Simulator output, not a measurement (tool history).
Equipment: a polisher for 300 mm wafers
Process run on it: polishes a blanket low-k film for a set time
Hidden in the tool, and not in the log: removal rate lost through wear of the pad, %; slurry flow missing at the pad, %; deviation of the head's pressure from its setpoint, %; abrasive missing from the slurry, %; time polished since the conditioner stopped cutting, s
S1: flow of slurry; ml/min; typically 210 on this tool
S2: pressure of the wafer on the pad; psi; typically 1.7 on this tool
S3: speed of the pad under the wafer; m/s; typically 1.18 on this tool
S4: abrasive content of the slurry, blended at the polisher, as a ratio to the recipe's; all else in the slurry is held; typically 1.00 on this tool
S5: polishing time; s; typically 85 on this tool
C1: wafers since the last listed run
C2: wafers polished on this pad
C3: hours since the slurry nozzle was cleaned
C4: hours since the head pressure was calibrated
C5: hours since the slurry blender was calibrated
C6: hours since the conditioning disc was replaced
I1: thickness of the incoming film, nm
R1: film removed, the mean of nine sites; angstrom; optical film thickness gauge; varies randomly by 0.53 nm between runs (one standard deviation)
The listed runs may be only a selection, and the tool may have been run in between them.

Run 1, day 0.000: usual settings but S3 0.84 m/s; C1 0; C2 199; C3 142.8; C4 1004.5; C5 116.0; C6 367.5; I1 358.0. Result: R1 367 angstrom.
Run 2, day 0.821: usual settings but S3 0.84 m/s; C1 229; C2 429; C3 162.5; C4 1024.2; C5 135.7; C6 387.2; I1 355.9. Result: R1 373 angstrom.
Run 3, day 2.317: usual settings but S3 0.84 m/s; C1 418; C2 847; C3 198.4; C4 1060.1; C5 171.6; C6 423.1; I1 354.5. Result: R1 362 angstrom.
At day 3.429: slurry blender recalibrated.
Run 4, day 3.450: usual settings but S1 265 ml/min, S4 1.15; C1 293; C2 1140; C3 225.6; C4 1087.3; C5 0.5; C6 450.3; I1 358.1. Result: R1 515 angstrom.
Run 5, day 4.038: usual settings but S1 265 ml/min, S4 1.15; C1 164; C2 1305; C3 239.7; C4 1101.4; C5 14.6; C6 464.4; I1 361.5. Result: R1 517 angstrom.
At day 4.221: worn pad replaced by a new one.
Run 6, day 5.525: usual settings but S3 0.90 m/s, S4 0.75; C1 369; C2 364; C3 275.4; C4 1137.1; C5 50.3; C6 500.1; I1 362.8. Result: R1 325 angstrom.
Run 7, day 6.562: usual settings but S3 0.90 m/s, S4 0.75; C1 290; C2 654; C3 300.3; C4 1162.0; C5 75.2; C6 525.0; I1 360.9. Result: R1 326 angstrom.
At day 7.688: head pressure recalibrated.
Run 8, day 8.008: usual settings but S3 1.50 m/s; C1 380; C2 1035; C3 335.0; C4 7.7; C5 109.9; C6 559.7; I1 363.3. Result: R1 537 angstrom.
At day 8.942: worn pad replaced by a new one.
Run 9, day 10.404: usual settings; C1 623; C2 409; C3 392.5; C4 65.2; C5 167.4; C6 617.2; I1 360.5. Result: R1 445 angstrom.
At day 11.367: conditioning disc replaced and pad reconditioned.
Run 10, day 11.617: usual settings; C1 315; C2 724; C3 421.6; C4 94.3; C5 196.5; C6 6.0; I1 363.2. Result: R1 441 angstrom.
At day 12.067: slurry blender recalibrated.
Run 11, day 12.696: usual settings but S5 69 s; C1 278; C2 1003; C3 447.5; C4 120.2; C5 15.1; C6 31.9; I1 355.4. Result: R1 376 angstrom.
At day 13.029: worn pad replaced by a new one.
Run 12, day 14.125: usual settings but S2 1.9 psi, S3 0.84 m/s, S4 0.80; C1 352; C2 306; C3 481.8; C4 154.5; C5 49.4; C6 66.2; I1 358.3. Result: R1 340 angstrom.
Run 13, day 14.683: usual settings; C1 156; C2 462; C3 495.2; C4 167.9; C5 62.8; C6 79.6; I1 359.4. Result: R1 448 angstrom.
Run 14, day 15.788: usual settings; C1 308; C2 770; C3 521.7; C4 194.4; C5 89.3; C6 106.1; I1 364.8. Result: R1 454 angstrom.
Run 15, day 16.462: usual settings but S3 1.56 m/s; C1 188; C2 959; C3 537.9; C4 210.6; C5 105.5; C6 122.3; I1 363.5. Result: R1 570 angstrom.
At day 17.121: worn pad replaced by a new one.
At day 17.208: slurry nozzle cleaned.
Run 16, day 17.500: usual settings; C1 231; C2 94; C3 7.0; C4 235.5; C5 130.4; C6 147.2; I1 362.9. Result: R1 467 angstrom.
Run 17, day 18.067: usual settings but S1 260 ml/min, S3 0.98 m/s, S4 1.10, S5 70 s; C1 158; C2 252; C3 20.6; C4 249.1; C5 144.0; C6 160.8; I1 362.0. Result: R1 356 angstrom.
Run 18, day 18.767: usual settings; C1 195; C2 448; C3 37.4; C4 265.9; C5 160.8; C6 177.6; I1 357.1. Result: R1 471 angstrom.
Run 19, day 19.492: usual settings but S1 160 ml/min, S4 1.15, S5 61 s; C1 202; C2 650; C3 54.8; C4 283.3; C5 178.2; C6 195.0; I1 364.5. Result: R1 340 angstrom.
Run 20, day 20.371: usual settings but S3 0.96 m/s; C1 245; C2 896; C3 75.9; C4 304.4; C5 199.3; C6 216.1; I1 362.2. Result: R1 401 angstrom.
At day 21.575: worn pad replaced by a new one.
Run 21, day 21.629: usual settings but S1 245 ml/min, S2 1.2 psi, S3 0.90 m/s, S4 0.75; C1 305; C2 15; C3 106.1; C4 334.6; C5 229.5; C6 246.3; I1 359.8. Result: R1 251 angstrom.

5 options for the next run, each taken on its own from the tool as it stands now. Forecast them:
Run A, day 21.646: usual settings but S2 1.5 psi; C1 4; C2 19; C3 106.5; C4 335.0; C5 229.9; C6 246.7; I1 356.8. Result: R1 ?.
Run B, day 21.646: usual settings but S1 255 ml/min, S2 1.4 psi, S5 58 s; C1 4; C2 19; C3 106.5; C4 335.0; C5 229.9; C6 246.7; I1 356.8. Result: R1 ?.
Run C, day 21.646: usual settings but S1 230 ml/min, S2 2.0 psi, S3 0.84 m/s, S4 0.75; C1 4; C2 19; C3 106.5; C4 335.0; C5 229.9; C6 246.7; I1 356.8. Result: R1 ?.
Run D, day 21.646: usual settings but S1 245 ml/min, S4 0.75; C1 4; C2 19; C3 106.5; C4 335.0; C5 229.9; C6 246.7; I1 356.8. Result: R1 ?.
Run E, day 21.646: usual settings but S1 245 ml/min, S5 103 s; C1 4; C2 19; C3 106.5; C4 335.0; C5 229.9; C6 246.7; I1 356.8. Result: R1 ?.

run   R1
  A  414
  B  274
  C  352
  D  394
  E  569
Stripped of hidden state, with their random variation kept, the same runs would have yielded:
run   R1
  A  381
  B  252
  C  323
  D  362
  E  523
